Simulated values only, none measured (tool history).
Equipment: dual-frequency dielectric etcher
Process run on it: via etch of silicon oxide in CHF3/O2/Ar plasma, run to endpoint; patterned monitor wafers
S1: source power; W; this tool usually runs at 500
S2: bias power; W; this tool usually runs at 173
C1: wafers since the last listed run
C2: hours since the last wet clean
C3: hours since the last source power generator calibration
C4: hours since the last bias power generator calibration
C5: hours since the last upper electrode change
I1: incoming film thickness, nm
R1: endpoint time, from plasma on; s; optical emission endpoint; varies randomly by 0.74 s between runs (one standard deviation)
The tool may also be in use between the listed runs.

{"run": 1, "day": 0.0, "S1": 500, "S2": 173, "C1": 0, "C2": 442.5, "C3": 1383.9, "C4": 2461.6, "C5": 5647.7, "I1": 401.9, "R1": 237.1}
{"run": 2, "day": 0.517, "S1": 500, "S2": 173, "C1": 60, "C2": 454.9, "C3": 1396.3, "C4": 2474.0, "C5": 5660.1, "I1": 405.8, "R1": 239.2}
{"run": 3, "day": 1.067, "S1": 500, "S2": 173, "C1": 63, "C2": 468.1, "C3": 1409.5, "C4": 2487.2, "C5": 5673.3, "I1": 402.9, "R1": 236.6}
{"run": 4, "day": 1.596, "S1": 500, "S2": 173, "C1": 61, "C2": 480.8, "C3": 1422.2, "C4": 2499.9, "C5": 5686.0, "I1": 404.9, "R1": 238.7}
{"run": 5, "day": 2.192, "S1": 580, "S2": 173, "C1": 69, "C2": 495.1, "C3": 1436.5, "C4": 2514.2, "C5": 5700.3, "I1": 402.9, "R1": 225.5}
{"run": 6, "day": 2.838, "S1": 440, "S2": 201, "C1": 75, "C2": 510.6, "C3": 1452.0, "C4": 2529.7, "C5": 5715.8, "I1": 405.1, "R1": 231.3}
{"day": 4.279, "done": "upper electrode replaced"}
{"day": 4.375, "done": "wet clean of the chamber"}
{"day": 4.438, "done": "source power generator calibrated"}
{"run": 7, "day": 4.458, "S1": 500, "S2": 173, "C1": 53, "C2": 2.0, "C3": 0.5, "C4": 2568.6, "C5": 4.3, "I1": 406.8, "R1": 249.6}
{"run": 8, "day": 4.475, "S1": 450, "S2": 161, "C1": 1, "C2": 2.4, "C3": 0.9, "C4": 2569.0, "C5": 4.7, "I1": 405.9, "R1": 266.6}
{"day": 4.712, "done": "bias power generator calibrated"}
{"run": 9, "day": 4.733, "S1": 500, "S2": 173, "C1": 10, "C2": 8.6, "C3": 7.1, "C4": 0.5, "C5": 10.9, "I1": 403.7, "R1": 247.6}
{"run": 10, "day": 4.962, "S1": 500, "S2": 131, "C1": 26, "C2": 14.1, "C3": 12.6, "C4": 6.0, "C5": 16.4, "I1": 408.3, "R1": 285.7}
{"run": 11, "day": 5.629, "S1": 600, "S2": 158, "C1": 77, "C2": 30.1, "C3": 28.6, "C4": 22.0, "C5": 32.4, "I1": 404.4, "R1": 242.5}
{"run": 12, "day": 6.142, "S1": 600, "S2": 216, "C1": 59, "C2": 42.4, "C3": 40.9, "C4": 34.3, "C5": 44.7, "I1": 407.4, "R1": 212.6}
{"run": 13, "day": 6.483, "S1": 500, "S2": 173, "C1": 39, "C2": 50.6, "C3": 49.1, "C4": 42.5, "C5": 52.9, "I1": 408.0, "R1": 250.3}
{"run": 14, "day": 6.796, "S1": 500, "S2": 173, "C1": 36, "C2": 58.1, "C3": 56.6, "C4": 50.0, "C5": 60.4, "I1": 405.8, "R1": 248.0}

How would selected steps in R1 from run to run divide? Give the signed amount a tool lacking its hidden state would still show from settings, what came in and random variation, and the signed amount left for the hidden state, including any gauge scatter that is not in both of the compared results.
Hidden conditions of the tool in this case: etch rate over this chamber's usual, %; source power that arrives over what is set, %; bias power that arrives over what is set, %.
Run 6 -> 7: S1 440 -> 500, S2 201 -> 173, upper electrode replaced, wet clean of the chamber, source power generator calibrated. R1 +18.3 s: hidden state +11.0, all else +7.3.
Run 10 -> 11: S1 500 -> 600, S2 131 -> 158. R1 -43.2 s: hidden state -0.4, all else -42.8.

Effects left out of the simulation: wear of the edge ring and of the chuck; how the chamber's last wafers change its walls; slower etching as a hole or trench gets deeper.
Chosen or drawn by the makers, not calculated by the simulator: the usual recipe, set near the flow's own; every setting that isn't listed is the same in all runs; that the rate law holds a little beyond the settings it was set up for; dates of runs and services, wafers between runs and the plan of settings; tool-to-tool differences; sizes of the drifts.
